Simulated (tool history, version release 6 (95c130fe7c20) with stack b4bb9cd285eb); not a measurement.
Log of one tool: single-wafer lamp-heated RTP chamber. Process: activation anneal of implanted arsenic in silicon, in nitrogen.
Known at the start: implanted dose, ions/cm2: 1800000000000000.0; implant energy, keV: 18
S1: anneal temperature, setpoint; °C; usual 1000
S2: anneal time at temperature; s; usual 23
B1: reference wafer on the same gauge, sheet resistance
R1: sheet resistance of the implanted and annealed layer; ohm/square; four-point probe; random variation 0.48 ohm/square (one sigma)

run,hour,S1,S2,B1,R1
1,0,1000,16,98.07,113.5
2,13.9,1000,16,98.08,112.11
3,35.5,1019,32,98.02,89.99
4,49,1000,23,97.92,104.74
5,80.8,1000,23,98.08,105.48
6,93.5,1000,23,97.99,104.97
7,201.4,985,23,97.96,114.92
8,233.9,985,23,97.97,114.08
9,257,1000,23,98.02,106.35
10,272.1,1013,32,98.01,93.57
11,291.3,1000,23,97.94,104.87
12,315.7,1024,17,98.06,98.15
13,352.2,992,17,97.92,117.09
14,382.8,1000,23,98.1,107.59
15,395.6,1000,29,98.03,103.44
16,425.9,988,30,98.06,108.53

Taken out of this log: 4 entries between the listed runs. Where each belongs, and how the hidden state differs across it:
Between runs 6 and 7: pyrometer window cleaned and pyrometer calibrated (hour 154)
  true wafer temperature minus pyrometer reading, K: 4.94 -> 1.71
  measured less the result without the state, R1: -2.65 -> -0.95 ohm/square
Between runs 11 and 12: gauge calibrated (hour 293.2); reflector plate cleaned (hour 312.2)
  true wafer temperature minus pyrometer reading, K: 4.26 -> 4.96
  measured less the result without the state, R1: -2.28 -> -2.33 ohm/square
Between runs 12 and 13: pyrometer window cleaned and pyrometer calibrated (hour 351.7)
  true wafer temperature minus pyrometer reading, K: 4.96 -> 0.193
  measured less the result without the state, R1: -2.33 -> -0.11 ohm/square

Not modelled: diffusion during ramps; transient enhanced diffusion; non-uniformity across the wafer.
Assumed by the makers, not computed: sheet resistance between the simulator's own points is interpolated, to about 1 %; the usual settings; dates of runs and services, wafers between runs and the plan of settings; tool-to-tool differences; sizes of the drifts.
